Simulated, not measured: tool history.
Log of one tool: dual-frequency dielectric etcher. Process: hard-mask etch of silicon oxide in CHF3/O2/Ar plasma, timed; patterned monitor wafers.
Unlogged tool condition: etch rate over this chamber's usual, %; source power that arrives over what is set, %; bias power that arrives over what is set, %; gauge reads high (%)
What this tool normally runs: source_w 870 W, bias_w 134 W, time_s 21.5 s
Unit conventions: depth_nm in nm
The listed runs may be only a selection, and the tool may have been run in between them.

run    hour  source_w  bias_w  time_s  wafers since the last listed run  hours since the last wet clean  hours since the last source power generator calibration  hours since the last bias power generator calibration  hours since the last upper electrode change  hours since the gauge calibration  read-back reference wafer on the same gauge, depth_nm  depth_nm
  1     0.0       790     134    21.5                                 0                           281.6                                                   2000.5                                                   17.5                                       2743.4                               75.6                                                  47.65     43.65
  2    99.8       790     134    21.5                              1401                           381.4                                                   2100.3                                                  117.3                                       2843.2                              175.4                                                  47.58     43.71
  3   161.1       790     134    21.5                               860                           442.7                                                   2161.6                                                  178.6                                       2904.5                              236.7                                                  47.61     43.45
  4   218.3       870     134    21.5                               803                           499.9                                                   2218.8                                                  235.8                                       2961.7                              293.9                                                  47.60     44.42
  5   319.1       870     134    21.5                              1415                           600.7                                                   2319.6                                                  336.6                                       3062.5                              394.7                                                  47.68     44.61
      396.3  -- wet clean of the chamber
  6   398.3       870     134    21.5                               775                             2.0                                                   2398.8                                                  415.8                                       3141.7                              473.9                                                  47.58     45.07
  7   442.4       870     158    18.5                               619                            46.1                                                   2442.9                                                  459.9                                       3185.8                              518.0                                                  47.56     41.49
  8   483.3       700     134    17.5                               574                            87.0                                                   2483.8                                                  500.8                                       3226.7                              558.9                                                  47.58     34.16
  9   539.1      1070     118    25.0                               783                           142.8                                                   2539.6                                                  556.6                                       3282.5                              614.7                                                  47.58     52.18
      638.6  -- source power generator calibrated
 10   640.9      1050     134    17.0                              1373                           244.6                                                      2.3                                                  658.4                                       3384.3                              716.5                                                  47.59     38.32
 11   682.5       750     168    21.5                               584                           286.2                                                     43.9                                                  700.0                                       3425.9                              758.1                                                  47.58     48.97
 12   723.9       820     134    21.5                               581                           327.6                                                     85.3                                                  741.4                                       3467.3                              799.5                                                  47.66     45.19
 13   806.3       710     159    21.5                              1157                           410.0                                                    167.7                                                  823.8                                       3549.7                              881.9                                                  47.57     46.84
 14   872.1      1010     103    18.0                               924                           475.8                                                    233.5                                                  889.6                                       3615.5                              947.7                                                  47.57     35.95
     1008.1  -- wet clean of the chamber
     1036.0  -- upper electrode replaced
 15  1088.2       680     134    18.5                              2360                            80.1                                                    449.6                                                 1105.7                                         52.2                             1163.8                                                  47.58     37.05
 16  1129.2       750     119    25.5                               575                           121.1                                                    490.6                                                 1146.7                                         93.2                             1204.8                                                  47.52     49.86
 17  1217.7       960     110    16.5                              1242                           209.6                                                    579.1                                                 1235.2                                        181.7                             1293.3                                                  47.52     33.26
 18  1261.8       870     100    19.5                               619                           253.7                                                    623.2                                                 1279.3                                        225.8                             1337.4                                                  47.57     36.38
 19  1316.3       870     134    21.5                               765                           308.2                                                    677.7                                                 1333.8                                        280.3                             1391.9                                                  47.66     46.17
 20  1373.9       870     134    21.5                               808                           365.8                                                    735.3                                                 1391.4                                        337.9                             1449.5                                                  47.54     45.67
     1383.7  -- source power generator calibrated, repeated, since the last time left the tool worse
 21  1454.8       870     134    21.5                              1080                           446.7                                                     71.1                                                 1472.3                                        418.8                             1530.4                                                  47.64     45.08
 22  1520.8      1000     120    21.5                               926                           512.7                                                    137.1                                                 1538.3                                        484.8                             1596.4                                                  47.59     45.04
     1761.3  -- wet clean of the chamber
 23  1824.1       870     134    21.5                              3922                            62.8                                                    440.4                                                 1841.6                                        788.1                             1899.7                                                  47.64     45.37
 24  1903.8       720     153    16.0                              1119                           142.5                                                    520.1                                                 1921.3                                        867.8                             1979.4                                                  47.62     33.69
 25  1973.1       870     134    21.5                               973                           211.8                                                    589.4                                                 1990.6                                        937.1                             2048.7                                                  47.66     45.09
 26  2053.7       870     134    23.5                              1132                           292.4                                                    670.0                                                 2071.2                                       1017.7                             2129.3                                                  47.61     49.01
 27  2091.7       740     134    21.5                               533                           330.4                                                    708.0                                                 2109.2                                       1055.7                             2167.3                                                  47.62     43.21
 28  2173.0       800     108    21.5                              1141                           411.7                                                    789.3                                                 2190.5                                       1137.0                             2248.6                                                  47.56     39.93

List, for all runs, the conditions of the tool that the log does not record:
etch rate over this chamber's usual, %: 0 in every run
bias power that arrives over what is set, %: 0 in every run
gauge reads high (%): 0 in every run
H1: source power that arrives over what is set, %
run       H1
  1    -2.14
  2    -2.34
  3    -2.47
  4    -2.59
  5    -2.82
  6       -3
  7     -3.1
  8     -3.2
  9    -3.34
 10      6.5
 11      6.5
 12      6.5
 13     6.49
 14     6.47
 15      6.4
 16     6.38
 17     6.33
 18     6.31
 19     6.27
 20     6.23
 21    0.291
 22    0.284
 23    0.198
 24     0.16
 25    0.122
 26   0.0724
 27   0.0466
 28  -0.0135
